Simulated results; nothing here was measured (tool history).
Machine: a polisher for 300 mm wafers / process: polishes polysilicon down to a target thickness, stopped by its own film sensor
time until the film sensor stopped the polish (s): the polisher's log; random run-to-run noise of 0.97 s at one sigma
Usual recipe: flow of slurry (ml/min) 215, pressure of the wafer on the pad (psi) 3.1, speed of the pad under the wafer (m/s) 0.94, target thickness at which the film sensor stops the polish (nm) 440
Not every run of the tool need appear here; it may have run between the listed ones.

run,hour,flow of slurry (ml/min),pressure of the wafer on the pad (psi),speed of the pad under the wafer (m/s),target thickness at which the film sensor stops the polish (nm),"incoming thickness of the incoming film, nm",time until the film sensor stopped the polish (s)
1,0,215,3.1,0.94,440,901.7,67.8
# hour 48.9: slurry nozzle cleaned
2,57.4,215,3.1,0.94,440,894.3,66.9
# hour 81.5: worn pad replaced by a new one
3,119.9,215,3.1,0.94,440,892.5,67.6
# hour 196.7: head pressure recalibrated
4,205.1,215,3.1,0.94,440,894.5,60.2
5,244,215,3.1,0.94,440,888.2,59.3
6,292.7,215,3.1,0.94,440,895.6,60.5
7,373.3,215,3.5,0.94,440,892,55.1
8,624,215,3.1,0.94,440,889.9,60.7
# hour 653.2: worn pad replaced by a new one
9,728.4,215,3.1,0.94,440,871.6,58.5
# hour 742.2: slurry nozzle cleaned
10,777.7,215,3.1,0.94,440,892,61.1
11,836.1,215,3.1,1.18,440,901.7,51
12,921.8,215,3.1,1.18,440,899.3,51.1
# hour 1182.9: worn pad replaced by a new one
13,1241.7,215,3.1,1.18,440,892.1,53
14,1315.5,215,3.1,0.94,354,891.4,77.2
15,1397.7,215,3.1,0.94,354,892.9,78.9
# hour 1450.8: slurry nozzle cleaned
16,1485.6,215,3.1,0.94,354,889.5,79.7
17,1581.4,215,3.4,0.94,477,897.2,59.4
# hour 1588.5: head pressure recalibrated
18,1675.7,185,3.1,0.94,440,892.4,59.3
19,1751.1,215,3.1,0.94,440,894.2,57.2
20,1813.6,215,3.1,0.68,284,903.2,109
21,1863.4,215,3.1,1.1,440,880.3,49.3
# hour 1883.2: worn pad replaced by a new one
22,1960.5,215,3.1,1.08,440,890.7,52.1
# hour 1978.5: slurry nozzle cleaned
23,2039,270,3.8,1.1,285,873.3,53.5
24,2136.5,215,3.1,0.94,440,901.5,62.5
25,2302.6,215,3.5,0.94,573,881.6,36.9
26,2359.3,265,2.5,0.94,440,901.4,75
27,2454.7,215,3.1,0.94,440,889.5,61.2
28,2504.5,215,3.1,0.94,440,888.3,61.9
# hour 2557.8: worn pad replaced by a new one
29,2579.3,215,3.1,0.94,440,895.6,65.1
# hour 2639.6: slurry nozzle cleaned
30,2669.9,215,3.1,0.94,580,890.1,43.6
# hour 2707.2: head pressure recalibrated
31,2719.1,235,3.1,1.16,440,900.6,50.2
32,2756.3,265,3.1,0.94,440,876.1,55.7
33,2825.2,275,3.1,0.8,440,894.3,68.1
34,2901.6,215,3.1,0.94,354,883.5,71.1
35,2971.4,215,3.1,1.16,591,898.6,33.9
36,3048.3,215,3.1,0.94,440,877.5,58.1

Pick out some run-to-run changes in time until the film sensor stopped the polish (s). Of each, how much would a tool without hidden state show as well, from the settings, what came in and chance, and how much is left for the hidden state and any gauge scatter not in both results compared?
Unlogged tool condition in this case: removal rate lost through wear of the pad, %; slurry flow missing at the pad, %; deviation of the head's pressure from its setpoint, %.
Run 3 -> 4: head pressure recalibrated. time until the film sensor stopped the polish (s) -7.4: hidden state -7.4, all else +0.
Run 13 -> 14: speed of the pad under the wafer (m/s) 1.18 -> 0.94, target thickness at which the film sensor stops the polish (nm) 440 -> 354. time until the film sensor stopped the polish (s) +24.2: hidden state +2.7, all else +21.5.
Run 17 -> 18: flow of slurry (ml/min) 215 -> 185, pressure of the wafer on the pad (psi) 3.4 -> 3.1, target thickness at which the film sensor stops the polish (nm) 477 -> 440, head pressure recalibrated. time until the film sensor stopped the polish (s) -0.1: hidden state -9.3, all else +9.2.
Run 19 -> 20: speed of the pad under the wafer (m/s) 0.94 -> 0.68, target thickness at which the film sensor stops the polish (nm) 440 -> 284. time until the film sensor stopped the polish (s) +51.8: hidden state -0.7, all else +52.5.
Run 20 -> 21: speed of the pad under the wafer (m/s) 0.68 -> 1.1, target thickness at which the film sensor stops the polish (nm) 284 -> 440. time until the film sensor stopped the polish (s) -59.7: hidden state +0.9, all else -60.6.
Run 25 -> 26: flow of slurry (ml/min) 215 -> 265, pressure of the wafer on the pad (psi) 3.5 -> 2.5, target thickness at which the film sensor stops the polish (nm) 573 -> 440. time until the film sensor stopped the polish (s) +38.1: hidden state +1.1, all else +37.
